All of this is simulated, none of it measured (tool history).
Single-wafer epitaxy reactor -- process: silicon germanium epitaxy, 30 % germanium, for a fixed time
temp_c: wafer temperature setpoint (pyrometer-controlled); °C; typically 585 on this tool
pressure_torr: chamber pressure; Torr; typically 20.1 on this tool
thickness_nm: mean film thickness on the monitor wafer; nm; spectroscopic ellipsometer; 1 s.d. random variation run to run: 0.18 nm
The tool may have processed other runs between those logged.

run     day  temp_c  pressure_torr  read-back reference wafer on the same gauge, thickness_nm  thickness_nm
  1   0.000     585           22.9                                                     54.591        51.087
  2   1.558     581           20.1                                                     54.620        45.519
  3   5.258     581           20.1                                                     54.581        45.547
  4   7.325     581           20.1                                                     54.606        45.715
  5   8.992     594           20.1                                                     54.602        58.817
  6  13.262     594           20.1                                                     54.621        59.444
  7  17.171     585           20.1                                                     54.575        50.232
     17.938  -- capacitance manometer re-zeroed and calibrated
  8  19.858     585           20.1                                                     54.614        49.217
  9  23.862     585           20.1                                                     54.622        49.517
     27.442  -- showerhead replaced
     27.712  -- gauge calibrated
 10  27.938     585           20.1                                                     54.621        49.645
 11  30.138     585           20.1                                                     54.590        49.469
 12  32.475     594           20.1                                                     54.613        59.080
     32.854  -- pyrometer calibrated
 13  34.975     580           18.2                                                     54.607        40.646
 14  37.833     577           17.9                                                     54.592        38.137
 15  42.221     592           22.8                                                     54.597        55.068
 16  44.479     585           16.1                                                     54.630        43.212
 17  48.183     581           17.0                                                     54.568        41.160
 18  50.346     590           18.8                                                     54.600        50.239

Branching from run 18: 3 alternative next runs. What would each branch give?
  A  50.362     585           20.1                                                          ?             ?
  B  50.362     581           15.4                                                          ?             ?
  C  50.362     571           24.8                                                          ?             ?

run  read-back reference wafer on the same gauge, thickness_nm  thickness_nm
  A                                                     54.586        46.638
  B                                                     54.586        39.830
  C                                                     54.586        37.819
What these runs would have given with no unlogged condition in the tool:
run  thickness_nm
  A        45.759
  B        39.076
  C        37.094
